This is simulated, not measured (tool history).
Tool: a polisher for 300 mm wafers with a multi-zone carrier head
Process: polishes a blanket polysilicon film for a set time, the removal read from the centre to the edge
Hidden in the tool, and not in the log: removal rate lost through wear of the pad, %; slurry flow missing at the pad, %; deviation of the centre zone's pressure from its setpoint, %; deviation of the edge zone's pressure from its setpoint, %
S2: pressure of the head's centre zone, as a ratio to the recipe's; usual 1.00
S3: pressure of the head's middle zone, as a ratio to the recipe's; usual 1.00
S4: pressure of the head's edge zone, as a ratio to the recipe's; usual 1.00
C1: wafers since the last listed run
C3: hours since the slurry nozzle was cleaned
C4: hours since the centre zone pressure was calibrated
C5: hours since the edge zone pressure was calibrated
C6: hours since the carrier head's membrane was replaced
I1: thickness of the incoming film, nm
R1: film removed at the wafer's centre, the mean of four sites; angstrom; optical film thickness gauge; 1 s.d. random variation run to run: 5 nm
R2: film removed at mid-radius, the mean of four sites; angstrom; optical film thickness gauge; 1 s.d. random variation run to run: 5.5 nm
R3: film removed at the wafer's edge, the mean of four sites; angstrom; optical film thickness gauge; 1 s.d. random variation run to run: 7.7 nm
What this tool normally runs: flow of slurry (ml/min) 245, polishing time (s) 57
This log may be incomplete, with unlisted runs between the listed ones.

Run 1, hour 0.0: usual settings but S2 1.03, S3 1.07; C1 0; wafers polished on this pad 74; C3 244.1; C4 126.8; C5 364.5; C6 974.1; I1 1871.0. Result: R1 5310 angstrom, R2 5479 angstrom, R3 5196 angstrom.
Run 2, hour 55.9: usual settings; C1 868; wafers polished on this pad 943; C3 300.0; C4 182.7; C5 420.4; C6 1030.0; I1 1881.9. Result: R1 5144 angstrom, R2 5147 angstrom, R3 5284 angstrom.
Run 3, hour 119.8: usual settings; C1 993; wafers polished on this pad 1937; C3 363.9; C4 246.6; C5 484.3; C6 1093.9; I1 1850.3. Result: R1 5142 angstrom, R2 5134 angstrom, R3 5263 angstrom.
At hour 146.5: carrier head's membrane replaced by a new one.
Run 4, hour 175.0: usual settings; C1 780; wafers polished on this pad 2717; C3 419.1; C4 301.8; C5 539.5; C6 28.5; I1 1885.2. Result: R1 5056 angstrom, R2 5201 angstrom, R3 5263 angstrom.
Run 5, hour 282.0: usual settings; C1 1663; wafers polished on this pad 4380; C3 526.1; C4 408.8; C5 646.5; C6 135.5; I1 1856.5. Result: R1 4947 angstrom, R2 5131 angstrom, R3 5278 angstrom.
At hour 307.0: worn pad replaced by a new one.
Run 6, hour 325.4: usual settings but S3 1.03; C1 612; wafers polished on this pad 286; C3 569.5; C4 452.2; C5 689.9; C6 178.9; I1 1897.1. Result: R1 4790 angstrom, R2 5227 angstrom, R3 5399 angstrom.
At hour 374.4: centre zone pressure recalibrated.
Run 7, hour 423.4: usual settings but S3 1.03; C1 1492; wafers polished on this pad 1778; C3 667.5; C4 49.0; C5 787.9; C6 276.9; I1 1825.1. Result: R1 5991 angstrom, R2 5358 angstrom, R3 5371 angstrom.
At hour 584.6: slurry nozzle cleaned.
Run 8, hour 646.1: usual settings but S3 1.03; C1 3446; wafers polished on this pad 5224; C3 61.5; C4 271.7; C5 1010.6; C6 499.6; I1 1830.5. Result: R1 5922 angstrom, R2 5325 angstrom, R3 5330 angstrom.
At hour 677.7: centre zone pressure recalibrated, repeated, since the last time left the tool worse.
At hour 689.2: worn pad replaced by a new one.
Run 9, hour 715.4: usual settings; C1 984; wafers polished on this pad 406; C3 130.8; C4 37.7; C5 1079.9; C6 568.9; I1 1885.5. Result: R1 5121 angstrom, R2 5121 angstrom, R3 5506 angstrom.
Run 10, hour 833.0: usual settings; C1 1828; wafers polished on this pad 2234; C3 248.4; C4 155.3; C5 1197.5; C6 686.5; I1 1880.5. Result: R1 5083 angstrom, R2 5044 angstrom, R3 5266 angstrom.
Run 11, hour 919.5: usual settings; C1 1344; wafers polished on this pad 3579; C3 334.9; C4 241.8; C5 1284.0; C6 773.0; I1 1861.3. Result: R1 5052 angstrom, R2 5183 angstrom, R3 5475 angstrom.
At hour 1090.4: worn pad replaced by a new one.
Run 12, hour 1091.1: usual settings but flow of slurry (ml/min) 315, S2 0.91, S3 0.93, S4 0.95; C1 2605; wafers polished on this pad 10; C3 506.5; C4 413.4; C5 1455.6; C6 944.6; I1 1827.8. Result: R1 4433 angstrom, R2 4885 angstrom, R3 5204 angstrom.
At hour 1104.3: edge zone pressure recalibrated.
At hour 1108.6: centre zone pressure recalibrated.
Run 13, hour 1148.0: usual settings but flow of slurry (ml/min) 175, S4 0.90; C1 822; wafers polished on this pad 832; C3 563.4; C4 39.4; C5 43.7; C6 1001.5; I1 1884.0. Result: R1 4986 angstrom, R2 5049 angstrom, R3 4975 angstrom.
Run 14, hour 1210.5: usual settings but polishing time (s) 38; C1 971; wafers polished on this pad 1804; C3 625.9; C4 101.9; C5 106.2; C6 1064.0; I1 1860.2. Result: R1 3420 angstrom, R2 3441 angstrom, R3 3553 angstrom.
At hour 1219.5: carrier head's membrane replaced by a new one.
Run 15, hour 1289.6: usual settings; C1 1151; wafers polished on this pad 2956; C3 705.0; C4 181.0; C5 185.3; C6 70.1; I1 1870.4. Result: R1 5053 angstrom, R2 5127 angstrom, R3 5272 angstrom.
Run 16, hour 1357.6: usual settings but S4 0.96; C1 1057; wafers polished on this pad 4013; C3 773.0; C4 249.0; C5 253.3; C6 138.1; I1 1889.4. Result: R1 4951 angstrom, R2 5112 angstrom, R3 5254 angstrom.
At hour 1410.6: worn pad replaced by a new one.
Run 17, hour 1426.4: usual settings but flow of slurry (ml/min) 280, S3 1.04, polishing time (s) 64; C1 1007; wafers polished on this pad 245; C3 841.8; C4 317.8; C5 322.1; C6 206.9; I1 1842.6. Result: R1 5687 angstrom, R2 6024 angstrom, R3 5920 angstrom.
At hour 1441.4: slurry nozzle cleaned.
Run 18, hour 1465.5: usual settings but S4 0.93; C1 592; wafers polished on this pad 838; C3 24.1; C4 356.9; C5 361.2; C6 246.0; I1 1843.4. Result: R1 4949 angstrom, R2 5199 angstrom, R3 5173 angstrom.
At hour 1566.8: centre zone pressure recalibrated.
Run 19, hour 1569.1: usual settings; C1 1579; wafers polished on this pad 2417; C3 127.7; C4 2.3; C5 464.8; C6 349.6; I1 1881.4. Result: R1 5223 angstrom, R2 5259 angstrom, R3 5306 angstrom.
Run 20, hour 1629.9: usual settings but flow of slurry (ml/min) 185, S3 0.90; C1 945; wafers polished on this pad 3362; C3 188.5; C4 63.1; C5 525.6; C6 410.4; I1 1872.9. Result: R1 5040 angstrom, R2 4552 angstrom, R3 5219 angstrom.
Run 21, hour 1689.5: usual settings but flow of slurry (ml/min) 190, S2 1.04, S3 0.94, S4 0.88; C1 926; wafers polished on this pad 4289; C3 248.1; C4 122.7; C5 585.2; C6 470.0; I1 1839.1. Result: R1 5296 angstrom, R2 4804 angstrom, R3 4883 angstrom.
At hour 1748.9: worn pad replaced by a new one.
Run 22, hour 1786.0: usual settings but S3 0.96, S4 0.90, polishing time (s) 64; C1 1437; wafers polished on this pad 576; C3 344.6; C4 219.2; C5 681.7; C6 566.5; I1 1884.5. Result: R1 5693 angstrom, R2 5744 angstrom, R3 5766 angstrom.

Below are 3 alternative next runs, each starting from the tool's condition after run 22. Predict each:
Run A, hour 1786.4: usual settings but flow of slurry (ml/min) 280; C1 6; wafers polished on this pad 582; C3 345.0; C4 219.6; C5 682.1; C6 566.9; I1 1841.3. Result: R1 ?, R2 ?, R3 ?.
Run B, hour 1786.4: usual settings but S2 1.09, polishing time (s) 76; C1 6; wafers polished on this pad 582; C3 345.0; C4 219.6; C5 682.1; C6 566.9; I1 1841.3. Result: R1 ?, R2 ?, R3 ?.
Run C, hour 1786.4: usual settings but S4 1.11; C1 6; wafers polished on this pad 582; C3 345.0; C4 219.6; C5 682.1; C6 566.9; I1 1841.3. Result: R1 ?, R2 ?, R3 ?.

run    R1    R2    R3
  A  5112  5209  5301
  B  7359  6878  7018
  C  5059  5160  5543
The same runs, with their run-to-run variation unchanged, on a tool lacking any hidden condition would have given:
run    R1    R2    R3
  A  5238  5208  5301
  B  7539  6877  7018
  C  5184  5159  5543
